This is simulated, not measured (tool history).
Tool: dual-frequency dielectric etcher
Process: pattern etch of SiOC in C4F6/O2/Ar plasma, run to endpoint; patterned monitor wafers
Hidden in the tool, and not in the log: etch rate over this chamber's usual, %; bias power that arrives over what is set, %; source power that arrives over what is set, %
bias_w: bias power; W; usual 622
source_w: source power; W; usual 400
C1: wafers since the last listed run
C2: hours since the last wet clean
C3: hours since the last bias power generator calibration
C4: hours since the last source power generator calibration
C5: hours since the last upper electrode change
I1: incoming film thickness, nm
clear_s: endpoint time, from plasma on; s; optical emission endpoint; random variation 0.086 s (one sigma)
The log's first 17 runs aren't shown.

-- hour=1057.6 bias power generator calibrated
run 18 hour=1078.2 | bias_w=695 source_w=450 | C1=1115 C2=440.4 C3=20.6 C4=182.9 C5=1028.1 | I1=38.87 | clear_s=10.7
run 19 hour=1118.9 | bias_w=622 source_w=340 | C1=689 C2=481.1 C3=61.3 C4=223.6 C5=1068.8 | I1=38.15 | clear_s=12.3
run 20 hour=1157.6 | bias_w=493 source_w=400 | C1=655 C2=519.8 C3=100 C4=262.3 C5=1107.5 | I1=38.47 | clear_s=12
-- hour=1188.2 wet clean of the chamber
run 21 hour=1188.7 | bias_w=706 source_w=360 | C1=120 C2=0.5 C3=131.1 C4=293.4 C5=1138.6 | I1=38.15 | clear_s=12.3
run 22 hour=1234.1 | bias_w=711 source_w=400 | C1=768 C2=45.9 C3=176.5 C4=338.8 C5=1184 | I1=38.97 | clear_s=11.9
run 23 hour=1258.3 | bias_w=622 source_w=400 | C1=409 C2=70.1 C3=200.7 C4=363 C5=1208.2 | I1=38.61 | clear_s=12.1
run 24 hour=1285.8 | bias_w=519 source_w=470 | C1=465 C2=97.6 C3=228.2 C4=390.5 C5=1235.7 | I1=38.57 | clear_s=11.6
run 25 hour=1317.8 | bias_w=622 source_w=400 | C1=541 C2=129.6 C3=260.2 C4=422.5 C5=1267.7 | I1=38.26 | clear_s=11.9
run 26 hour=1385.4 | bias_w=708 source_w=300 | C1=1144 C2=197.2 C3=327.8 C4=490.1 C5=1335.3 | I1=38.74 | clear_s=13.5
run 27 hour=1449 | bias_w=622 source_w=330 | C1=1077 C2=260.8 C3=391.4 C4=553.7 C5=1398.9 | I1=38.59 | clear_s=13
run 28 hour=1514 | bias_w=622 source_w=400 | C1=1100 C2=325.8 C3=456.4 C4=618.7 C5=1463.9 | I1=38.71 | clear_s=11.7
run 29 hour=1563.2 | bias_w=744 source_w=470 | C1=833 C2=375 C3=505.6 C4=667.9 C5=1513.1 | I1=38.35 | clear_s=10.3
run 30 hour=1602.6 | bias_w=622 source_w=400 | C1=667 C2=414.4 C3=545 C4=707.3 C5=1552.5 | I1=38.95 | clear_s=11.7
run 31 hour=1664.3 | bias_w=762 source_w=400 | C1=1044 C2=476.1 C3=606.7 C4=769 C5=1614.2 | I1=38.86 | clear_s=11.1
run 32 hour=1691.4 | bias_w=747 source_w=340 | C1=458 C2=503.2 C3=633.8 C4=796.1 C5=1641.3 | I1=38.92 | clear_s=12.1
-- hour=1738.5 wet clean of the chamber
run 33 hour=1739 | bias_w=622 source_w=400 | C1=399 C2=0.5 C3=681.4 C4=843.7 C5=1688.9 | I1=38.49 | clear_s=12.2
run 34 hour=1785.4 | bias_w=715 source_w=400 | C1=785 C2=46.9 C3=727.8 C4=890.1 C5=1735.3 | I1=38.85 | clear_s=11.8
run 35 hour=1852.5 | bias_w=622 source_w=400 | C1=1136 C2=114 C3=794.9 C4=957.2 C5=1802.4 | I1=38.63 | clear_s=12.1
run 36 hour=1890 | bias_w=622 source_w=400 | C1=635 C2=151.5 C3=832.4 C4=994.7 C5=1839.9 | I1=38.84 | clear_s=12.2

3 ways to go on from here, each from the tool as it stands after run 36. What would each give?
run A hour=1890.4 | bias_w=622 source_w=400 | C1=6 C2=151.9 C3=832.8 C4=995.1 C5=1840.3 | I1=38.56 | clear_s=?
run B hour=1890.4 | bias_w=698 source_w=310 | C1=6 C2=151.9 C3=832.8 C4=995.1 C5=1840.3 | I1=38.56 | clear_s=?
run C hour=1890.4 | bias_w=772 source_w=310 | C1=6 C2=151.9 C3=832.8 C4=995.1 C5=1840.3 | I1=38.56 | clear_s=?

run=A clear_s=12
run=B clear_s=13.3
run=C clear_s=12.9
Without the tool's hidden state the same runs would have given:
run=A clear_s=12
run=B clear_s=13.3
run=C clear_s=13
